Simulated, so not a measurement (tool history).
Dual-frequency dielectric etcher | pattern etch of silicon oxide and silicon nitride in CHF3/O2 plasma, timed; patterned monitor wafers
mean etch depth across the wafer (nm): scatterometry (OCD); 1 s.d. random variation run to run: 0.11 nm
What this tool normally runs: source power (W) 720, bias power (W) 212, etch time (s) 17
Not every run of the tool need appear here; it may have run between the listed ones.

run   hour  source power (W)  bias power (W)  etch time (s)  wafers since the last listed run  hours since the last wet clean  hours since the last source power generator calibration  hours since the last bias power generator calibration  hours since the last upper electrode change  hours since the gauge calibration  read-back reference wafer on the same gauge, depth_nm  mean etch depth across the wafer (nm)
  1      0               760             212             17                                 0                             0.5                                                   3925.9                                                 4797.1                                       2132.5                              274.1                                                  29.83                                  31.77
  2    0.3               760             212             17                                 5                             0.8                                                   3926.2                                                 4797.4                                       2132.8                              274.4                                                  29.75                                  31.57
  3    8.4               720             212             17                               151                             8.9                                                   3934.3                                                 4805.5                                       2140.9                              282.5                                                  29.83                                  30.88
      18.7  -- gauge calibrated
  4   22.9               720             212             17                               272                            23.4                                                   3948.8                                                   4820                                       2155.4                                4.2                                                  29.82                                     31
  5   38.5               720             212             17                               292                              39                                                   3964.4                                                 4835.6                                         2171                               19.8                                                  29.81                                  31.09
  6   48.9               720             212             17                               195                            49.4                                                   3974.8                                                   4846                                       2181.4                               30.2                                                  29.82                                  31.24
  7   60.2               720             212             17                               212                            60.7                                                   3986.1                                                 4857.3                                       2192.7                               41.5                                                  29.77                                  31.28
  8   75.7               720             212             17                               290                            76.2                                                   4001.6                                                 4872.8                                       2208.2                                 57                                                  29.81                                  31.46
  9   84.7               720             212             17                               168                            85.2                                                   4010.6                                                 4881.8                                       2217.2                                 66                                                  29.78                                  31.06
      91.6  -- source power generator calibrated
 10   97.7               820             176             17                               168                            98.2                                                      6.1                                                 4894.8                                       2230.2                                 79                                                  29.78                                  30.51
 11    112               650             212           12.5                               268                           112.5                                                     20.4                                                 4909.1                                       2244.5                               93.3                                                  29.78                                  22.18
 12  127.4               780             212             17                               288                           127.9                                                     35.8                                                 4924.5                                       2259.9                              108.7                                                  29.78                                  32.34
 13  133.9               720             212             17                               121                           134.4                                                     42.3                                                   4931                                       2266.4                              115.2                                                  29.86                                  31.12
     170.2  -- upper electrode replaced, of another model than before
 14  170.7               720             212             17                               240                           171.2                                                     79.1                                                 4967.8                                          0.5                                152                                                   29.8                                  31.55
 15  171.1               820             212             22                                 7                           171.6                                                     79.5                                                 4968.2                                          0.9                              152.4                                                  29.81                                  42.27
 16  171.4               720             251             17                                 5                           171.9                                                     79.8                                                 4968.5                                          1.2                              152.7                                                  29.76                                  32.83
 17    178               720             212             17                               123                           178.5                                                     86.4                                                 4975.1                                          7.8                              159.3                                                  29.75                                  31.56
     194.5  -- bias power generator calibrated
 18    195               640             212             17                               243                           195.5                                                    103.4                                                    0.5                                         24.8                              176.3                                                  29.81                                  30.19

What will run 19 give?
 19  201.1               550             237             19                               114                           201.6                                                    109.5                                                    6.6                                         30.9                              182.4                                                      ?                                      ?

{"run 19": {"read-back reference wafer on the same gauge, depth_nm": 29.76, "mean etch depth across the wafer (nm)": 33.31}}
Take away the tool's hidden state, keep the run-to-run variation as it was, and the same run would have given mean etch depth across the wafer (nm) 32.59.
